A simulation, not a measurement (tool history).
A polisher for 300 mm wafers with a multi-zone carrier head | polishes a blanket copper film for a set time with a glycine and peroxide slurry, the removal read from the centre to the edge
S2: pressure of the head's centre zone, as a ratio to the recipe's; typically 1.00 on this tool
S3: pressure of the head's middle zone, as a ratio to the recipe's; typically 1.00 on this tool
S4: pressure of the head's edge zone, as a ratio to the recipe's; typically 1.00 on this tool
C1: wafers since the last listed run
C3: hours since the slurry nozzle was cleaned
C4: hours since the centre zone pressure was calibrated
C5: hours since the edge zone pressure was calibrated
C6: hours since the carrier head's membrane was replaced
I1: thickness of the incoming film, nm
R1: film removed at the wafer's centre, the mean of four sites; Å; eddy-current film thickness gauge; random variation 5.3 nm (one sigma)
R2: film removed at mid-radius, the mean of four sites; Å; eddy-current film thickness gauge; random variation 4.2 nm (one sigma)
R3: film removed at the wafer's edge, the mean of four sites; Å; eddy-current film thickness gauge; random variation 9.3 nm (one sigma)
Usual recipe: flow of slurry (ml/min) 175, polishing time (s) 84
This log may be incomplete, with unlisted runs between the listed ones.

run 1 hour=0.0 | flow_of_slurry_(ml/min)=175 S2=1.00 S3=1.00 S4=1.00 polishing_time_(s)=84 | C1=0 wafers_polished_on_this_pad=1386 C3=45.7 C4=17.7 C5=376.6 C6=9.1 | I1=2004.0 | R1=6149 R2=6426 R3=6367
-- hour=5.4 edge zone pressure recalibrated
-- hour=22.7 worn pad replaced by a new one
run 2 hour=23.2 | flow_of_slurry_(ml/min)=175 S2=1.00 S3=1.00 S4=1.00 polishing_time_(s)=84 | C1=100 wafers_polished_on_this_pad=2 C3=68.9 C4=40.9 C5=17.8 C6=32.3 | I1=2051.5 | R1=6262 R2=6428 R3=6333
run 3 hour=41.2 | flow_of_slurry_(ml/min)=175 S2=1.00 S3=1.00 S4=1.00 polishing_time_(s)=57 | C1=104 wafers_polished_on_this_pad=107 C3=86.9 C4=58.9 C5=35.8 C6=50.3 | I1=2040.6 | R1=4258 R2=4355 R3=4338
run 4 hour=59.5 | flow_of_slurry_(ml/min)=215 S2=0.92 S3=0.92 S4=1.08 polishing_time_(s)=84 | C1=106 wafers_polished_on_this_pad=214 C3=105.2 C4=77.2 C5=54.1 C6=68.6 | I1=2022.8 | R1=6118 R2=6175 R3=6755
run 5 hour=87.7 | flow_of_slurry_(ml/min)=175 S2=1.00 S3=1.00 S4=1.00 polishing_time_(s)=84 | C1=164 wafers_polished_on_this_pad=378 C3=133.4 C4=105.4 C5=82.3 C6=96.8 | I1=2020.3 | R1=6374 R2=6359 R3=6368
run 6 hour=103.4 | flow_of_slurry_(ml/min)=175 S2=1.00 S3=1.08 S4=1.00 polishing_time_(s)=84 | C1=91 wafers_polished_on_this_pad=469 C3=149.1 C4=121.1 C5=98.0 C6=112.5 | I1=2045.8 | R1=6351 R2=6907 R3=6355
run 7 hour=121.3 | flow_of_slurry_(ml/min)=175 S2=1.00 S3=1.00 S4=1.09 polishing_time_(s)=84 | C1=104 wafers_polished_on_this_pad=573 C3=167.0 C4=139.0 C5=115.9 C6=130.4 | I1=2053.4 | R1=6343 R2=6464 R3=6657
run 8 hour=153.2 | flow_of_slurry_(ml/min)=150 S2=1.10 S3=1.11 S4=0.90 polishing_time_(s)=84 | C1=185 wafers_polished_on_this_pad=759 C3=198.9 C4=170.9 C5=147.8 C6=162.3 | I1=2021.4 | R1=6692 R2=6754 R3=5888
run 9 hour=186.7 | flow_of_slurry_(ml/min)=175 S2=1.00 S3=1.00 S4=1.00 polishing_time_(s)=93 | C1=194 wafers_polished_on_this_pad=954 C3=232.4 C4=204.4 C5=181.3 C6=195.8 | I1=1986.3 | R1=7061 R2=7083 R3=6989
run 10 hour=220.9 | flow_of_slurry_(ml/min)=210 S2=1.00 S3=1.04 S4=1.00 polishing_time_(s)=84 | C1=198 wafers_polished_on_this_pad=1153 C3=266.6 C4=238.6 C5=215.5 C6=230.0 | I1=2069.8 | R1=6592 R2=6779 R3=6711
run 11 hour=256.1 | flow_of_slurry_(ml/min)=120 S2=1.00 S3=1.04 S4=0.94 polishing_time_(s)=111 | C1=204 wafers_polished_on_this_pad=1357 C3=301.8 C4=273.8 C5=250.7 C6=265.2 | I1=2055.5 | R1=7670 R2=7996 R3=7804
-- hour=280.7 worn pad replaced by a new one
-- hour=318.3 slurry nozzle cleaned
run 12 hour=333.7 | flow_of_slurry_(ml/min)=220 S2=1.00 S3=1.06 S4=1.06 polishing_time_(s)=75 | C1=422 wafers_polished_on_this_pad=302 C3=15.4 C4=351.4 C5=328.3 C6=342.8 | I1=2025.9 | R1=6016 R2=6155 R3=6071
run 13 hour=365.5 | flow_of_slurry_(ml/min)=175 S2=1.08 S3=1.07 S4=1.00 polishing_time_(s)=84 | C1=185 wafers_polished_on_this_pad=487 C3=47.2 C4=383.2 C5=360.1 C6=374.6 | I1=2060.8 | R1=7055 R2=6731 R3=6403
run 14 hour=395.4 | flow_of_slurry_(ml/min)=175 S2=1.00 S3=1.00 S4=1.07 polishing_time_(s)=106 | C1=173 wafers_polished_on_this_pad=661 C3=77.1 C4=413.1 C5=390.0 C6=404.5 | I1=2027.1 | R1=8248 R2=8057 R3=8242
-- hour=413.3 edge zone pressure recalibrated
run 15 hour=431.0 | flow_of_slurry_(ml/min)=150 S2=1.06 S3=0.89 S4=1.00 polishing_time_(s)=84 | C1=195 wafers_polished_on_this_pad=856 C3=112.7 C4=448.7 C5=17.7 C6=440.1 | I1=2051.7 | R1=6661 R2=5577 R3=6216
run 16 hour=456.0 | flow_of_slurry_(ml/min)=200 S2=0.91 S3=1.00 S4=1.00 polishing_time_(s)=84 | C1=145 wafers_polished_on_this_pad=1002 C3=137.7 C4=473.7 C5=42.7 C6=465.1 | I1=2031.0 | R1=6219 R2=6539 R3=6581
run 17 hour=478.5 | flow_of_slurry_(ml/min)=175 S2=1.00 S3=1.05 S4=1.00 polishing_time_(s)=72 | C1=130 wafers_polished_on_this_pad=1133 C3=160.2 C4=496.2 C5=65.2 C6=487.6 | I1=2030.9 | R1=5709 R2=5738 R3=5437
run 18 hour=512.7 | flow_of_slurry_(ml/min)=175 S2=1.00 S3=1.00 S4=1.00 polishing_time_(s)=84 | C1=198 wafers_polished_on_this_pad=1332 C3=194.4 C4=530.4 C5=99.4 C6=521.8 | I1=2044.8 | R1=6726 R2=6357 R3=6349
run 19 hour=531.9 | flow_of_slurry_(ml/min)=175 S2=1.08 S3=1.07 S4=1.00 polishing_time_(s)=84 | C1=111 wafers_polished_on_this_pad=1443 C3=213.6 C4=549.6 C5=118.6 C6=541.0 | I1=2014.1 | R1=7109 R2=6778 R3=6357
-- hour=536.9 worn pad replaced by a new one
run 20 hour=544.6 | flow_of_slurry_(ml/min)=150 S2=1.00 S3=1.11 S4=0.95 polishing_time_(s)=66 | C1=50 wafers_polished_on_this_pad=44 C3=226.3 C4=562.3 C5=131.3 C6=553.7 | I1=2015.1 | R1=5100 R2=5299 R3=4757
-- hour=565.3 carrier head's membrane replaced by a new one
run 21 hour=572.7 | flow_of_slurry_(ml/min)=175 S2=1.00 S3=1.00 S4=1.00 polishing_time_(s)=61 | C1=134 wafers_polished_on_this_pad=179 C3=254.4 C4=590.4 C5=159.4 C6=7.4 | I1=2043.7 | R1=4900 R2=4635 R3=4642
run 22 hour=602.1 | flow_of_slurry_(ml/min)=175 S2=0.92 S3=1.00 S4=1.00 polishing_time_(s)=66 | C1=171 wafers_polished_on_this_pad=350 C3=283.8 C4=619.8 C5=188.8 C6=36.8 | I1=2020.8 | R1=4933 R2=5042 R3=5129
run 23 hour=697.0 | flow_of_slurry_(ml/min)=175 S2=0.94 S3=1.00 S4=1.10 polishing_time_(s)=84 | C1=552 wafers_polished_on_this_pad=902 C3=378.7 C4=714.7 C5=283.7 C6=131.7 | I1=1999.9 | R1=6349 R2=6418 R3=6692

Selected run-to-run steps in R1, each split into two signed amounts: the part the tool would show with no hidden state at all (from settings, incoming material and random variation), and the remainder, which goes to the hidden state together with any gauge scatter not common to the measured and the hidden-state-free results:
The hidden state here: removal rate lost through wear of the pad, %; slurry flow missing at the pad, %; deviation of the centre zone's pressure from its setpoint, %; deviation of the edge zone's pressure from its setpoint, %.
Run 2 -> 3: polishing time (s) 84 -> 57. R1 -2004 Å: hidden state +16, all else -2020.
Run 19 -> 20: flow of slurry (ml/min) 175 -> 150, S2 1.08 -> 1.00, S3 1.07 -> 1.11, S4 1.00 -> 0.95, polishing time (s) 84 -> 66, worn pad replaced by a new one. R1 -2009 Å: hidden state -105, all else -1904.
Run 22 -> 23: S2 0.92 -> 0.94, S4 1.00 -> 1.10, polishing time (s) 66 -> 84. R1 +1416 Å: hidden state +156, all else +1260.
